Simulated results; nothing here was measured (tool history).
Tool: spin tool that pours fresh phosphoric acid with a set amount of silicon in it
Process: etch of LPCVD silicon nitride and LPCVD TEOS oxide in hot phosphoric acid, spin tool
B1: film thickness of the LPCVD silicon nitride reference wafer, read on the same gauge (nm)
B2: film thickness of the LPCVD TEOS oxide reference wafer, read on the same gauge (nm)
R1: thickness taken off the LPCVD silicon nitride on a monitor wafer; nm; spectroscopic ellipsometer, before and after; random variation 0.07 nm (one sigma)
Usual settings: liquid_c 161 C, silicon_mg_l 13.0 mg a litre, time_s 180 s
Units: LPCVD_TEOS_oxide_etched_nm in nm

run 1 day=0.000 | liquid_c=161 silicon_mg_l=13.0 time_s=180 | B1=80.03 B2=140.006 | R1=17.72 LPCVD_TEOS_oxide_etched_nm=0.611
run 2 day=1.592 | liquid_c=161 silicon_mg_l=13.0 time_s=180 | B1=79.99 B2=139.984 | R1=17.74 LPCVD_TEOS_oxide_etched_nm=0.605
run 3 day=4.092 | liquid_c=161 silicon_mg_l=13.0 time_s=100 | B1=80.00 B2=139.990 | R1=9.76 LPCVD_TEOS_oxide_etched_nm=0.336
run 4 day=9.029 | liquid_c=161 silicon_mg_l=13.0 time_s=100 | B1=79.96 B2=140.054 | R1=9.86 LPCVD_TEOS_oxide_etched_nm=0.346
run 5 day=11.971 | liquid_c=161 silicon_mg_l=13.0 time_s=100 | B1=79.99 B2=140.012 | R1=9.87 LPCVD_TEOS_oxide_etched_nm=0.326
run 6 day=13.146 | liquid_c=161 silicon_mg_l=13.0 time_s=180 | B1=80.00 B2=140.046 | R1=17.80 LPCVD_TEOS_oxide_etched_nm=0.637
run 7 day=15.700 | liquid_c=161 silicon_mg_l=13.0 time_s=180 | B1=79.98 B2=140.017 | R1=17.68 LPCVD_TEOS_oxide_etched_nm=0.614
-- day=17.975 thermometer replaced
run 8 day=18.129 | liquid_c=161 silicon_mg_l=20.0 time_s=180 | B1=80.01 B2=139.988 | R1=17.68 LPCVD_TEOS_oxide_etched_nm=0.484
run 9 day=20.275 | liquid_c=161 silicon_mg_l=20.0 time_s=180 | B1=80.01 B2=139.991 | R1=17.72 LPCVD_TEOS_oxide_etched_nm=0.492
run 10 day=21.933 | liquid_c=160 silicon_mg_l=22.0 time_s=85 | B1=79.98 B2=140.058 | R1=8.13 LPCVD_TEOS_oxide_etched_nm=0.207

The next listed run, before its measurement:
run 11 day=24.588 | liquid_c=163 silicon_mg_l=21.5 time_s=225 | B1=? B2=? | R1=? LPCVD_TEOS_oxide_etched_nm=?

{"run 11": {"B1": 80.02, "B2": 139.958, "R1": 23.59, "LPCVD_TEOS_oxide_etched_nm": 0.707}}
Without the tool's hidden state the same run would have given R1 23.59 nm, LPCVD_TEOS_oxide_etched_nm 0.707 nm.
